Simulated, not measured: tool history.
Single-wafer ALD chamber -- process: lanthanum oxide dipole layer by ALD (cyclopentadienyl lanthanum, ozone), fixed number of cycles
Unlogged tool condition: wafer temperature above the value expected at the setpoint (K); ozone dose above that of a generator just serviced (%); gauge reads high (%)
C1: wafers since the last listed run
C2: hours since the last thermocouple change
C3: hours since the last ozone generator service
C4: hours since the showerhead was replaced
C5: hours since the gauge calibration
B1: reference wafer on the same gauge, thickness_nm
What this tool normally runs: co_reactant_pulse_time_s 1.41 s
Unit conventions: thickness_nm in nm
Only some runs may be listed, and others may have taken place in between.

run 1 hour=0.0 | co_reactant_pulse_time_s=1.41 | C1=0 C2=1429.3 C3=1137.5 C4=5713.1 C5=72.7 | B1=0.619 | thickness_nm=0.523
run 2 hour=25.5 | co_reactant_pulse_time_s=0.98 | C1=339 C2=1454.8 C3=1163.0 C4=5738.6 C5=98.2 | B1=0.618 | thickness_nm=0.472
run 3 hour=41.9 | co_reactant_pulse_time_s=0.98 | C1=218 C2=1471.2 C3=1179.4 C4=5755.0 C5=114.6 | B1=0.619 | thickness_nm=0.472
run 4 hour=57.5 | co_reactant_pulse_time_s=0.98 | C1=207 C2=1486.8 C3=1195.0 C4=5770.6 C5=130.2 | B1=0.619 | thickness_nm=0.472
run 5 hour=87.6 | co_reactant_pulse_time_s=1.41 | C1=400 C2=1516.9 C3=1225.1 C4=5800.7 C5=160.3 | B1=0.619 | thickness_nm=0.524
run 6 hour=105.9 | co_reactant_pulse_time_s=1.07 | C1=243 C2=1535.2 C3=1243.4 C4=5819.0 C5=178.6 | B1=0.619 | thickness_nm=0.484
run 7 hour=120.8 | co_reactant_pulse_time_s=1.81 | C1=198 C2=1550.1 C3=1258.3 C4=5833.9 C5=193.5 | B1=0.619 | thickness_nm=0.553
run 8 hour=160.1 | co_reactant_pulse_time_s=1.41 | C1=523 C2=1589.4 C3=1297.6 C4=5873.2 C5=232.8 | B1=0.620 | thickness_nm=0.523
run 9 hour=177.0 | co_reactant_pulse_time_s=1.41 | C1=225 C2=1606.3 C3=1314.5 C4=5890.1 C5=249.7 | B1=0.619 | thickness_nm=0.521
run 10 hour=189.4 | co_reactant_pulse_time_s=1.41 | C1=165 C2=1618.7 C3=1326.9 C4=5902.5 C5=262.1 | B1=0.620 | thickness_nm=0.523
run 11 hour=223.8 | co_reactant_pulse_time_s=1.41 | C1=458 C2=1653.1 C3=1361.3 C4=5936.9 C5=296.5 | B1=0.619 | thickness_nm=0.524
run 12 hour=250.2 | co_reactant_pulse_time_s=1.74 | C1=351 C2=1679.5 C3=1387.7 C4=5963.3 C5=322.9 | B1=0.619 | thickness_nm=0.546
run 13 hour=277.7 | co_reactant_pulse_time_s=1.41 | C1=366 C2=1707.0 C3=1415.2 C4=5990.8 C5=350.4 | B1=0.619 | thickness_nm=0.519
-- hour=285.3 gauge calibrated
run 14 hour=302.6 | co_reactant_pulse_time_s=1.78 | C1=331 C2=1731.9 C3=1440.1 C4=6015.7 C5=17.3 | B1=0.619 | thickness_nm=0.548
run 15 hour=316.2 | co_reactant_pulse_time_s=1.90 | C1=181 C2=1745.5 C3=1453.7 C4=6029.3 C5=30.9 | B1=0.619 | thickness_nm=0.554
-- hour=342.5 ozone generator serviced
-- hour=355.7 thermocouple changed; heater temperature recalibrated
-- hour=376.4 showerhead replaced
run 16 hour=417.6 | co_reactant_pulse_time_s=1.79 | C1=1031 C2=61.9 C3=75.1 C4=41.2 C5=132.3 | B1=0.620 | thickness_nm=0.576
run 17 hour=446.7 | co_reactant_pulse_time_s=1.82 | C1=387 C2=91.0 C3=104.2 C4=70.3 C5=161.4 | B1=0.619 | thickness_nm=0.576
run 18 hour=466.5 | co_reactant_pulse_time_s=1.41 | C1=263 C2=110.8 C3=124.0 C4=90.1 C5=181.2 | B1=0.619 | thickness_nm=0.551
run 19 hour=481.4 | co_reactant_pulse_time_s=1.41 | C1=198 C2=125.7 C3=138.9 C4=105.0 C5=196.1 | B1=0.618 | thickness_nm=0.553
run 20 hour=497.7 | co_reactant_pulse_time_s=1.41 | C1=217 C2=142.0 C3=155.2 C4=121.3 C5=212.4 | B1=0.619 | thickness_nm=0.550
run 21 hour=532.7 | co_reactant_pulse_time_s=1.23 | C1=466 C2=177.0 C3=190.2 C4=156.3 C5=247.4 | B1=0.619 | thickness_nm=0.533
run 22 hour=566.6 | co_reactant_pulse_time_s=1.41 | C1=451 C2=210.9 C3=224.1 C4=190.2 C5=281.3 | B1=0.619 | thickness_nm=0.550
run 23 hour=580.6 | co_reactant_pulse_time_s=1.25 | C1=186 C2=224.9 C3=238.1 C4=204.2 C5=295.3 | B1=0.619 | thickness_nm=0.531

Each row is a separate what-if for the run after 23, all from the same tool condition, not one after another. Results?
run A hour=581.0 | co_reactant_pulse_time_s=1.41 | C1=5 C2=225.3 C3=238.5 C4=204.6 C5=295.7 | B1=? | thickness_nm=?
run B hour=581.0 | co_reactant_pulse_time_s=1.21 | C1=5 C2=225.3 C3=238.5 C4=204.6 C5=295.7 | B1=? | thickness_nm=?
run C hour=581.0 | co_reactant_pulse_time_s=0.95 | C1=5 C2=225.3 C3=238.5 C4=204.6 C5=295.7 | B1=? | thickness_nm=?

run=A B1=0.619 thickness_nm=0.547
run=B B1=0.619 thickness_nm=0.529
run=C B1=0.619 thickness_nm=0.497
With no hidden state in the tool, these same runs would have given:
run=A thickness_nm=0.565
run=B thickness_nm=0.551
run=C thickness_nm=0.524

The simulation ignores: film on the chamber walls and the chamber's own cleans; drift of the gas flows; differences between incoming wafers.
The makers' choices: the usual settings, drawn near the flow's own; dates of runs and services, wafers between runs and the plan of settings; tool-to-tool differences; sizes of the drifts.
